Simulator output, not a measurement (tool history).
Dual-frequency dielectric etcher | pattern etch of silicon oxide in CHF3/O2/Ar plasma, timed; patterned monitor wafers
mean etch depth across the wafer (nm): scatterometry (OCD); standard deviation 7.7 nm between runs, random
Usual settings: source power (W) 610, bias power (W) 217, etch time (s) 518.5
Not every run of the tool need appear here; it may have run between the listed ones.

| run | hour | source power (W) | bias power (W) | etch time (s) | read-back reference wafer on the same gauge, depth_nm | mean etch depth across the wafer (nm) |
|---|---|---|---|---|---|---|
| 1 | 0.0 | 610 | 248 | 518.5 | 1016.6 | 1169.4 |
| 2 | 87.0 | 610 | 217 | 518.5 | 1022.9 | 1086.9 |
|  | 171.6 | wet clean of the chamber |
| 3 | 312.0 | 560 | 217 | 518.5 | 1025.2 | 1054.7 |
| 4 | 542.7 | 560 | 217 | 518.5 | 1018.7 | 1041.9 |
|  | 597.4 | wet clean of the chamber |
| 5 | 626.1 | 560 | 217 | 518.5 | 1019.5 | 1013.3 |
| 6 | 727.7 | 610 | 217 | 518.5 | 1022.5 | 1070.7 |
| 7 | 789.0 | 610 | 217 | 518.5 | 1019.7 | 1059.9 |
| 8 | 856.2 | 720 | 217 | 475.0 | 1020.9 | 1073.1 |
| 9 | 898.0 | 720 | 217 | 475.0 | 1022.3 | 1069.6 |
| 10 | 996.3 | 720 | 217 | 475.0 | 1019.7 | 1064.2 |
|  | 1105.4 | wet clean of the chamber, repeated, since the last time left the tool worse |
| 11 | 1105.9 | 490 | 217 | 559.0 | 1016.4 | 1046.7 |
| 12 | 1178.3 | 640 | 198 | 518.5 | 1022.2 | 1090.8 |
|  | 1273.9 | upper electrode replaced |
| 13 | 1274.4 | 610 | 217 | 518.5 | 1018.4 | 1113.7 |
| 14 | 1351.6 | 520 | 199 | 618.5 | 1020.6 | 1152.8 |
|  | 1415.8 | source power generator calibrated |
| 15 | 1430.1 | 610 | 217 | 467.0 | 1018.0 | 997.9 |
|  | 1484.5 | bias power generator calibrated |
|  | 1506.6 | wet clean of the chamber |
| 16 | 1527.6 | 720 | 217 | 475.0 | 1023.4 | 1146.1 |
| 17 | 1577.7 | 520 | 252 | 435.5 | 1020.3 | 915.6 |
|  | 1630.6 | gauge calibrated |
| 18 | 1858.1 | 740 | 261 | 463.5 | 1019.8 | 1195.1 |
| 19 | 1939.0 | 470 | 246 | 408.0 | 1018.5 | 783.2 |
| 20 | 1980.7 | 610 | 167 | 518.5 | 1014.7 | 962.1 |
|  | 2027.3 | wet clean of the chamber |
| 21 | 2027.8 | 560 | 194 | 570.5 | 1020.4 | 1109.1 |
| 22 | 2123.9 | 570 | 264 | 518.5 | 1022.2 | 1180.3 |
| 23 | 2221.9 | 610 | 217 | 518.5 | 1019.2 | 1117.8 |
| 24 | 2284.5 | 610 | 178 | 518.5 | 1019.4 | 1003.7 |
| 25 | 2349.2 | 610 | 217 | 518.5 | 1019.8 | 1094.6 |

Predict each of these 5 candidate next runs independently; none follows another, all start after run 25:
| A | 2349.8 | 610 | 217 | 650.0 | ? | ? |
| B | 2349.8 | 570 | 250 | 518.5 | ? | ? |
| C | 2349.8 | 610 | 217 | 446.0 | ? | ? |
| D | 2349.8 | 610 | 268 | 597.0 | ? | ? |
| E | 2349.8 | 510 | 165 | 655.0 | ? | ? |

| run | read-back reference wafer on the same gauge, depth_nm | mean etch depth across the wafer (nm) |
|---|---|---|
| A | 1020.5 | 1381.7 |
| B | 1020.5 | 1130.6 |
| C | 1020.5 | 948.1 |
| D | 1020.5 | 1401.7 |
| E | 1020.5 | 1083.7 |
Had the tool no hidden state, the same runs would have come out as:
| run | mean etch depth across the wafer (nm) |
|---|---|
| A | 1405.6 |
| B | 1150.2 |
| C | 964.5 |
| D | 1426.0 |
| E | 1102.4 |
